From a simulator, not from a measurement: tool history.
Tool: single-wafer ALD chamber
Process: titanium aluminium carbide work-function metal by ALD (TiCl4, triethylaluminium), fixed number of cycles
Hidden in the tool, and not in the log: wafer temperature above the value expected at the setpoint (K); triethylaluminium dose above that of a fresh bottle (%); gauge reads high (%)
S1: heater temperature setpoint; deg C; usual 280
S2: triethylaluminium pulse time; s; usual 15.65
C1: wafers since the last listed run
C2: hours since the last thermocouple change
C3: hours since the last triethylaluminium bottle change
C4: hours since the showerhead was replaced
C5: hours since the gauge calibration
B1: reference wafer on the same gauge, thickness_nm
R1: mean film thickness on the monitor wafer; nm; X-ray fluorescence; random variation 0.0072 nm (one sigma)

| run | hour | S1 | S2 | C1 | C2 | C3 | C4 | C5 | B1 | R1 |
|---|---|---|---|---|---|---|---|---|---|---|
| 1 | 0.0 | 280 | 15.65 | 0 | 1153.1 | 1054.2 | 3687.7 | 127.9 | 1.541 | 1.781 |
| 2 | 40.0 | 280 | 15.65 | 274 | 1193.1 | 1094.2 | 3727.7 | 167.9 | 1.538 | 1.775 |
| 3 | 68.0 | 280 | 14.21 | 191 | 1221.1 | 1122.2 | 3755.7 | 195.9 | 1.539 | 1.783 |
| 4 | 128.6 | 280 | 14.21 | 415 | 1281.7 | 1182.8 | 3816.3 | 256.5 | 1.541 | 1.785 |
| 5 | 155.3 | 280 | 14.21 | 183 | 1308.4 | 1209.5 | 3843.0 | 283.2 | 1.542 | 1.782 |
| 6 | 221.7 | 280 | 15.65 | 455 | 1374.8 | 1275.9 | 3909.4 | 349.6 | 1.541 | 1.799 |
| 7 | 252.1 | 280 | 15.65 | 208 | 1405.2 | 1306.3 | 3939.8 | 380.0 | 1.542 | 1.784 |
|  | 289.4 | showerhead replaced |
| 8 | 301.4 | 287 | 13.01 | 283 | 1454.5 | 1355.6 | 12.0 | 429.3 | 1.542 | 1.835 |
| 9 | 367.0 | 277 | 15.65 | 449 | 1520.1 | 1421.2 | 77.6 | 494.9 | 1.540 | 1.765 |
| 10 | 428.5 | 277 | 15.65 | 421 | 1581.6 | 1482.7 | 139.1 | 556.4 | 1.540 | 1.759 |
| 11 | 458.7 | 285 | 17.74 | 207 | 1611.8 | 1512.9 | 169.3 | 586.6 | 1.539 | 1.858 |
| 12 | 491.2 | 268 | 11.31 | 222 | 1644.3 | 1545.4 | 201.8 | 619.1 | 1.539 | 1.645 |
| 13 | 529.0 | 286 | 10.92 | 259 | 1682.1 | 1583.2 | 239.6 | 656.9 | 1.540 | 1.800 |
| 14 | 563.3 | 280 | 15.65 | 235 | 1716.4 | 1617.5 | 273.9 | 691.2 | 1.540 | 1.790 |
|  | 580.5 | gauge calibrated |
|  | 601.7 | thermocouple changed; heater temperature recalibrated |
| 15 | 614.5 | 266 | 10.37 | 296 | 12.8 | 1668.7 | 325.1 | 34.0 | 1.539 | 1.493 |
|  | 642.7 | triethylaluminium bottle replaced |
| 16 | 650.2 | 293 | 13.32 | 189 | 48.5 | 7.5 | 360.8 | 69.7 | 1.539 | 1.787 |
| 17 | 693.7 | 289 | 11.17 | 298 | 92.0 | 51.0 | 404.3 | 113.2 | 1.542 | 1.716 |
| 18 | 763.0 | 280 | 15.65 | 475 | 161.3 | 120.3 | 473.6 | 182.5 | 1.540 | 1.677 |
|  | 798.3 | thermocouple changed; heater temperature recalibrated, repeated, since the last time left the tool worse |
| 19 | 828.3 | 292 | 17.84 | 392 | 30.0 | 185.6 | 538.9 | 247.8 | 1.539 | 1.865 |
| 20 | 875.3 | 280 | 14.21 | 322 | 77.0 | 232.6 | 585.9 | 294.8 | 1.538 | 1.745 |

Hidden state at the last listed run before each entry between runs and at the first one after, where it differs:
Between runs 7 and 8: showerhead replaced (hour 289.4)
  wafer temperature above the value expected at the setpoint (K): 4.47 -> 4.5
  measured less the result without the state, R1: +0.042 -> +0.042 nm
Between runs 14 and 15: gauge calibrated (hour 580.5); thermocouple changed; heater temperature recalibrated (hour 601.7)
  wafer temperature above the value expected at the setpoint (K): 4.64 -> -7.74
  measured less the result without the state, R1: +0.043 -> -0.068 nm
Between runs 15 and 16: triethylaluminium bottle replaced (hour 642.7)
  wafer temperature above the value expected at the setpoint (K): -7.74 -> -7.51
  measured less the result without the state, R1: -0.068 -> -0.070 nm
Between runs 18 and 19: thermocouple changed; heater temperature recalibrated, repeated, since the last time left the tool worse (hour 798.3)
  wafer temperature above the value expected at the setpoint (K): -6.87 -> 0.18
  measured less the result without the state, R1: -0.063 -> +0.002 nm
